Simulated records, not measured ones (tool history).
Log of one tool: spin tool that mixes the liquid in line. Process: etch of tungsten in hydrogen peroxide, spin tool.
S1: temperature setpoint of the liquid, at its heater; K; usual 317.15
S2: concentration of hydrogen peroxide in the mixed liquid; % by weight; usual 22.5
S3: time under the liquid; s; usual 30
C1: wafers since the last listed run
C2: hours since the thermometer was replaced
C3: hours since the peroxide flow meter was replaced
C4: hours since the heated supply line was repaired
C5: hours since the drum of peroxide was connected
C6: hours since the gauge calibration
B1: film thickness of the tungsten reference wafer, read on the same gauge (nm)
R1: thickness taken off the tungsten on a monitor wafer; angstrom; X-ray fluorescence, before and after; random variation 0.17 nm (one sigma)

run 1 hour=0 | S1=317.15 S2=22.5 S3=20 | C1=0 C2=2449.4 C3=1022 C4=1340.1 C5=1045.5 C6=35.1 | B1=60.01 | R1=303.3
run 2 hour=17.8 | S1=317.15 S2=22.5 S3=20 | C1=376 C2=2467.2 C3=1039.8 C4=1357.9 C5=1063.3 C6=52.9 | B1=60.01 | R1=301.8
run 3 hour=27.5 | S1=323.65 S2=22.5 S3=45 | C1=204 C2=2476.9 C3=1049.5 C4=1367.6 C5=1073 C6=62.6 | B1=59.96 | R1=1024.2
run 4 hour=38.1 | S1=323.65 S2=22.5 S3=45 | C1=223 C2=2487.5 C3=1060.1 C4=1378.2 C5=1083.6 C6=73.2 | B1=59.98 | R1=1023.7
run 5 hour=52.9 | S1=317.15 S2=22.5 S3=45 | C1=312 C2=2502.3 C3=1074.9 C4=1393 C5=1098.4 C6=88 | B1=59.98 | R1=676.7
run 6 hour=66.9 | S1=317.15 S2=22.5 S3=45 | C1=295 C2=2516.3 C3=1088.9 C4=1407 C5=1112.4 C6=102 | B1=60.02 | R1=672.5
run 7 hour=77.8 | S1=317.15 S2=22.5 S3=30 | C1=230 C2=2527.2 C3=1099.8 C4=1417.9 C5=1123.3 C6=112.9 | B1=60.02 | R1=447.2
run 8 hour=91.1 | S1=317.15 S2=22.5 S3=30 | C1=280 C2=2540.5 C3=1113.1 C4=1431.2 C5=1136.6 C6=126.2 | B1=59.99 | R1=446.9
-- hour=96.3 new drum of peroxide connected
-- hour=105.8 peroxide flow meter replaced
run 9 hour=108.6 | S1=321.15 S2=20 S3=25 | C1=327 C2=2558 C3=2.8 C4=1448.7 C5=12.3 C6=143.7 | B1=60.03 | R1=454.2
-- hour=116.9 thermometer replaced
-- hour=120.7 gauge calibrated
run 10 hour=121.4 | S1=323.65 S2=22.5 S3=45 | C1=249 C2=4.5 C3=15.6 C4=1461.5 C5=25.1 C6=0.7 | B1=60 | R1=1166.5
run 11 hour=136.4 | S1=320.65 S2=19.5 S3=50 | C1=316 C2=19.5 C3=30.6 C4=1476.5 C5=40.1 C6=15.7 | B1=60.01 | R1=1001.8
run 12 hour=147.1 | S1=322.15 S2=26.5 S3=45 | C1=226 C2=30.2 C3=41.3 C4=1487.2 C5=50.8 C6=26.4 | B1=60.02 | R1=1149.3
-- hour=153.4 heated supply line repaired
run 13 hour=159.2 | S1=319.65 S2=18 S3=40 | C1=234 C2=42.3 C3=53.4 C4=5.8 C5=62.9 C6=38.5 | B1=60.03 | R1=822.6
run 14 hour=171.1 | S1=323.65 S2=22.5 S3=45 | C1=251 C2=54.2 C3=65.3 C4=17.7 C5=74.8 C6=50.4 | B1=60.01 | R1=1321.8
run 15 hour=203.4 | S1=317.15 S2=25.5 S3=20 | C1=682 C2=86.5 C3=97.6 C4=50 C5=107.1 C6=82.7 | B1=59.96 | R1=413.6
run 16 hour=220.8 | S1=311.65 S2=16 S3=20 | C1=367 C2=103.9 C3=115 C4=67.4 C5=124.5 C6=100.1 | B1=60.01 | R1=229.3
run 17 hour=228.9 | S1=323.15 S2=27 S3=30 | C1=171 C2=112 C3=123.1 C4=75.5 C5=132.6 C6=108.2 | B1=59.99 | R1=927.8

The tool's hidden state at each run:
peroxide flow below the setpoint (%): 0 in every run
peroxide weaker than its label (%): 0 in every run
gauge reads high (%): 0 in every run
H1: liquid colder than its thermometer reads (K)
H2: temperature lost on the way to the wafer (K)
run=1 H1=2.18 H2=2.03
run=2 H1=2.2 H2=2.05
run=3 H1=2.21 H2=2.06
run=4 H1=2.21 H2=2.07
run=5 H1=2.23 H2=2.09
run=6 H1=2.24 H2=2.11
run=7 H1=2.25 H2=2.12
run=8 H1=2.26 H2=2.14
run=9 H1=2.27 H2=2.16
run=10 H1=0.00717 H2=2.18
run=11 H1=0.02 H2=2.19
run=12 H1=0.0291 H2=2.21
run=13 H1=0.0394 H2=0.189
run=14 H1=0.0496 H2=0.203
run=15 H1=0.0771 H2=0.243
run=16 H1=0.092 H2=0.265
run=17 H1=0.0989 H2=0.275
